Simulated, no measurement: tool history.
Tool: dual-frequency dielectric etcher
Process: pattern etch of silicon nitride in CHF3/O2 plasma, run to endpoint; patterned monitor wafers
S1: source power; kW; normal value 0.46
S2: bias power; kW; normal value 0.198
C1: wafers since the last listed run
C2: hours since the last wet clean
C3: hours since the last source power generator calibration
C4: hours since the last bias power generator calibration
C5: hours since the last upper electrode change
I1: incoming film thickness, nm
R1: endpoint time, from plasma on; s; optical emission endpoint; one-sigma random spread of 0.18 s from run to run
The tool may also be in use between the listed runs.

run 1 hour=0 | S1=0.49 S2=0.177 | C1=0 C2=136.1 C3=4219.6 C4=2742.3 C5=3653.7 | I1=63.2 | R1=41.5
run 2 hour=43 | S1=0.49 S2=0.177 | C1=416 C2=179.1 C3=4262.6 C4=2785.3 C5=3696.7 | I1=63 | R1=41.6
run 3 hour=96 | S1=0.49 S2=0.177 | C1=513 C2=232.1 C3=4315.6 C4=2838.3 C5=3749.7 | I1=63.6 | R1=41.2
run 4 hour=164.6 | S1=0.46 S2=0.198 | C1=664 C2=300.7 C3=4384.2 C4=2906.9 C5=3818.3 | I1=62.8 | R1=40.3
run 5 hour=208.7 | S1=0.46 S2=0.198 | C1=427 C2=344.8 C3=4428.3 C4=2951 C5=3862.4 | I1=62.9 | R1=40.2
run 6 hour=257.9 | S1=0.46 S2=0.198 | C1=476 C2=394 C3=4477.5 C4=3000.2 C5=3911.6 | I1=62.8 | R1=39.8
run 7 hour=327.2 | S1=0.46 S2=0.198 | C1=671 C2=463.3 C3=4546.8 C4=3069.5 C5=3980.9 | I1=63.4 | R1=40.2
run 8 hour=360.2 | S1=0.46 S2=0.198 | C1=319 C2=496.3 C3=4579.8 C4=3102.5 C5=4013.9 | I1=62.5 | R1=39.4
-- hour=385 source power generator calibrated
run 9 hour=411.3 | S1=0.46 S2=0.198 | C1=456 C2=547.4 C3=26.3 C4=3153.6 C5=4065 | I1=62.8 | R1=39.6
run 10 hour=435.6 | S1=0.4 S2=0.198 | C1=235 C2=571.7 C3=50.6 C4=3177.9 C5=4089.3 | I1=63.3 | R1=42.8
run 11 hour=496.2 | S1=0.46 S2=0.221 | C1=587 C2=632.3 C3=111.2 C4=3238.5 C5=4149.9 | I1=63.3 | R1=37.9
-- hour=541.6 wet clean of the chamber
run 12 hour=564.4 | S1=0.37 S2=0.17 | C1=428 C2=22.8 C3=179.4 C4=3306.7 C5=4218.1 | I1=62.8 | R1=48.3
run 13 hour=622.4 | S1=0.36 S2=0.172 | C1=561 C2=80.8 C3=237.4 C4=3364.7 C5=4276.1 | I1=62.6 | R1=48.5
run 14 hour=678.2 | S1=0.49 S2=0.181 | C1=540 C2=136.6 C3=293.2 C4=3420.5 C5=4331.9 | I1=62.9 | R1=41
-- hour=704.9 bias power generator calibrated
-- hour=762.7 upper electrode replaced, of another model than before
run 15 hour=763.2 | S1=0.42 S2=0.158 | C1=552 C2=221.6 C3=378.2 C4=58.3 C5=0.5 | I1=62.9 | R1=43.7
run 16 hour=808.3 | S1=0.42 S2=0.158 | C1=436 C2=266.7 C3=423.3 C4=103.4 C5=45.6 | I1=62.9 | R1=43.5
run 17 hour=876.7 | S1=0.37 S2=0.17 | C1=662 C2=335.1 C3=491.7 C4=171.8 C5=114 | I1=63.9 | R1=45
run 18 hour=928.5 | S1=0.56 S2=0.165 | C1=501 C2=386.9 C3=543.5 C4=223.6 C5=165.8 | I1=63.1 | R1=39.6
run 19 hour=953.2 | S1=0.46 S2=0.212 | C1=239 C2=411.6 C3=568.2 C4=248.3 C5=190.5 | I1=63.1 | R1=39.6
run 20 hour=996.3 | S1=0.49 S2=0.177 | C1=417 C2=454.7 C3=611.3 C4=291.4 C5=233.6 | I1=62.7 | R1=39.7
run 21 hour=1035.7 | S1=0.46 S2=0.176 | C1=381 C2=494.1 C3=650.7 C4=330.8 C5=273 | I1=63.2 | R1=40.7
run 22 hour=1076.4 | S1=0.49 S2=0.198 | C1=394 C2=534.8 C3=691.4 C4=371.5 C5=313.7 | I1=63 | R1=38.8

5 options for the next run, each taken on its own from the tool as it stands now. Forecast them:
run A hour=1076.8 | S1=0.55 S2=0.198 | C1=3 C2=535.2 C3=691.8 C4=371.9 C5=314.1 | I1=63 | R1=?
run B hour=1076.8 | S1=0.37 S2=0.18 | C1=3 C2=535.2 C3=691.8 C4=371.9 C5=314.1 | I1=63 | R1=?
run C hour=1076.8 | S1=0.37 S2=0.198 | C1=3 C2=535.2 C3=691.8 C4=371.9 C5=314.1 | I1=63 | R1=?
run D hour=1076.8 | S1=0.5 S2=0.233 | C1=3 C2=535.2 C3=691.8 C4=371.9 C5=314.1 | I1=63 | R1=?
run E hour=1076.8 | S1=0.57 S2=0.15 | C1=3 C2=535.2 C3=691.8 C4=371.9 C5=314.1 | I1=63 | R1=?

run=A R1=37.8
run=B R1=43.2
run=C R1=42.2
run=D R1=37.3
run=E R1=39.6
Had the tool no hidden state, the same runs would have come out as:
run=A R1=39.3
run=B R1=45
run=C R1=44
run=D R1=38.9
run=E R1=41.3
